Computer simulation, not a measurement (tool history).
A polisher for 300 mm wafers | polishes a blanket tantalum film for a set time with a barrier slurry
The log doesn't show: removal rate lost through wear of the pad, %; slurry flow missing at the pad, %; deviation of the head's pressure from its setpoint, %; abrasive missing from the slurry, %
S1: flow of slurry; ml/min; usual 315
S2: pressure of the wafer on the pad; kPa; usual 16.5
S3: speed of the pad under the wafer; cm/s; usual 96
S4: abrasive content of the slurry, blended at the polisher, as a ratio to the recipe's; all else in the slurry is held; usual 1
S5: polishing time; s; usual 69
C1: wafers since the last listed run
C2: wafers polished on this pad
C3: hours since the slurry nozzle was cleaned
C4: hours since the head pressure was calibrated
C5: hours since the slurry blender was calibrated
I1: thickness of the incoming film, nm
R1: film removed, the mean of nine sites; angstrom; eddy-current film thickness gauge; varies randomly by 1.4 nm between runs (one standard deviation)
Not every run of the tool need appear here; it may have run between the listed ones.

run 1 hour=0 | S1=315 S2=16.5 S3=96 S4=1 S5=69 | C1=0 C2=2391 C3=175.5 C4=30.3 C5=137.1 | I1=364.9 | R1=1076
run 2 hour=72.9 | S1=315 S2=16.5 S3=96 S4=1 S5=69 | C1=591 C2=2983 C3=248.4 C4=103.2 C5=210 | I1=364.4 | R1=1069
-- hour=89.5 worn pad replaced by a new one
run 3 hour=137.8 | S1=315 S2=16.5 S3=96 S4=1 S5=69 | C1=494 C2=391 C3=313.3 C4=168.1 C5=274.9 | I1=368.6 | R1=1039
-- hour=192.5 slurry nozzle cleaned
-- hour=236.4 slurry blender recalibrated
run 4 hour=245.4 | S1=315 S2=16.5 S3=74 S4=0.85 S5=69 | C1=848 C2=1240 C3=52.9 C4=275.7 C5=9 | I1=372.7 | R1=837
run 5 hour=351.9 | S1=315 S2=16.5 S3=96 S4=1 S5=69 | C1=864 C2=2105 C3=159.4 C4=382.2 C5=115.5 | I1=372.1 | R1=1097
run 6 hour=403.9 | S1=315 S2=16.5 S3=96 S4=1 S5=69 | C1=421 C2=2527 C3=211.4 C4=434.2 C5=167.5 | I1=370.4 | R1=1083
run 7 hour=450.2 | S1=315 S2=16.5 S3=96 S4=1 S5=69 | C1=375 C2=2902 C3=257.7 C4=480.5 C5=213.8 | I1=371 | R1=1086
-- hour=476.6 worn pad replaced by a new one
run 8 hour=513.1 | S1=280 S2=16.5 S3=96 S4=1 S5=69 | C1=477 C2=296 C3=320.6 C4=543.4 C5=276.7 | I1=370.5 | R1=1037
-- hour=601.4 slurry nozzle cleaned
-- hour=603.6 slurry blender recalibrated
run 9 hour=761.7 | S1=280 S2=16.5 S3=96 S4=1 S5=69 | C1=1993 C2=2289 C3=160.3 C4=792 C5=158.1 | I1=366.5 | R1=1077
run 10 hour=821.4 | S1=315 S2=16.5 S3=96 S4=1.15 S5=69 | C1=484 C2=2773 C3=220 C4=851.7 C5=217.8 | I1=373.8 | R1=1126
-- hour=861 worn pad replaced by a new one
run 11 hour=893.1 | S1=315 S2=16.5 S3=96 S4=1 S5=69 | C1=549 C2=260 C3=291.7 C4=923.4 C5=289.5 | I1=372.3 | R1=1070
-- hour=982.7 slurry blender recalibrated
run 12 hour=1000.9 | S1=315 S2=18.6 S3=96 S4=1 S5=69 | C1=858 C2=1118 C3=399.5 C4=1031.2 C5=18.2 | I1=365.4 | R1=1139
-- hour=1043.5 slurry nozzle cleaned
run 13 hour=1103 | S1=315 S2=21.4 S3=96 S4=1 S5=69 | C1=820 C2=1939 C3=59.5 C4=1133.3 C5=120.3 | I1=370.5 | R1=1409
-- hour=1189.1 head pressure recalibrated
run 14 hour=1204.6 | S1=315 S2=16.5 S3=96 S4=0.85 S5=69 | C1=808 C2=2747 C3=161.1 C4=15.5 C5=221.9 | I1=374.9 | R1=976
-- hour=1258.8 worn pad replaced by a new one
run 15 hour=1281.7 | S1=315 S2=20.7 S3=82 S4=1 S5=69 | C1=593 C2=185 C3=238.2 C4=92.6 C5=299 | I1=367.3 | R1=1170
-- hour=1293.4 slurry blender recalibrated
run 16 hour=1362.6 | S1=220 S2=16.5 S3=96 S4=1 S5=93 | C1=640 C2=825 C3=319.1 C4=173.5 C5=69.2 | I1=373 | R1=1314
-- hour=1424 slurry nozzle cleaned
run 17 hour=1468.6 | S1=315 S2=16.5 S3=96 S4=1 S5=69 | C1=852 C2=1678 C3=44.6 C4=279.5 C5=175.2 | I1=362.3 | R1=1077
-- hour=1563 worn pad replaced by a new one
run 18 hour=1563.5 | S1=215 S2=14.5 S3=96 S4=0.75 S5=86 | C1=737 C2=4 C3=139.5 C4=374.4 C5=270.1 | I1=377.5 | R1=932
-- hour=1599.9 slurry blender recalibrated
run 19 hour=1668.3 | S1=265 S2=12.4 S3=96 S4=1.1 S5=89 | C1=834 C2=838 C3=244.3 C4=479.2 C5=68.4 | I1=371 | R1=1055
run 20 hour=1735.3 | S1=315 S2=16.5 S3=96 S4=1 S5=69 | C1=543 C2=1381 C3=311.3 C4=546.2 C5=135.4 | I1=366.6 | R1=1032
-- hour=1782.9 slurry nozzle cleaned
run 21 hour=1784.9 | S1=250 S2=16.5 S3=126 S4=0.8 S5=69 | C1=394 C2=1776 C3=2 C4=595.8 C5=185 | I1=373 | R1=1192

4 ways to go on from here, each from the tool as it stands after run 21. What would each give?
run A hour=1785.3 | S1=240 S2=16.5 S3=96 S4=1 S5=69 | C1=3 C2=1779 C3=2.4 C4=596.2 C5=185.4 | I1=369 | R1=?
run B hour=1785.3 | S1=315 S2=16.5 S3=96 S4=1 S5=55 | C1=3 C2=1779 C3=2.4 C4=596.2 C5=185.4 | I1=369 | R1=?
run C hour=1785.3 | S1=315 S2=13.1 S3=96 S4=1 S5=69 | C1=3 C2=1779 C3=2.4 C4=596.2 C5=185.4 | I1=369 | R1=?
run D hour=1785.3 | S1=365 S2=16.5 S3=86 S4=0.8 S5=55 | C1=3 C2=1779 C3=2.4 C4=596.2 C5=185.4 | I1=369 | R1=?

run=A R1=1076
run=B R1=884
run=C R1=887
run=D R1=723
Take away the tool's hidden state, keep each run's random variation, and the runs would have read:
run=A R1=1078
run=B R1=886
run=C R1=888
run=D R1=724

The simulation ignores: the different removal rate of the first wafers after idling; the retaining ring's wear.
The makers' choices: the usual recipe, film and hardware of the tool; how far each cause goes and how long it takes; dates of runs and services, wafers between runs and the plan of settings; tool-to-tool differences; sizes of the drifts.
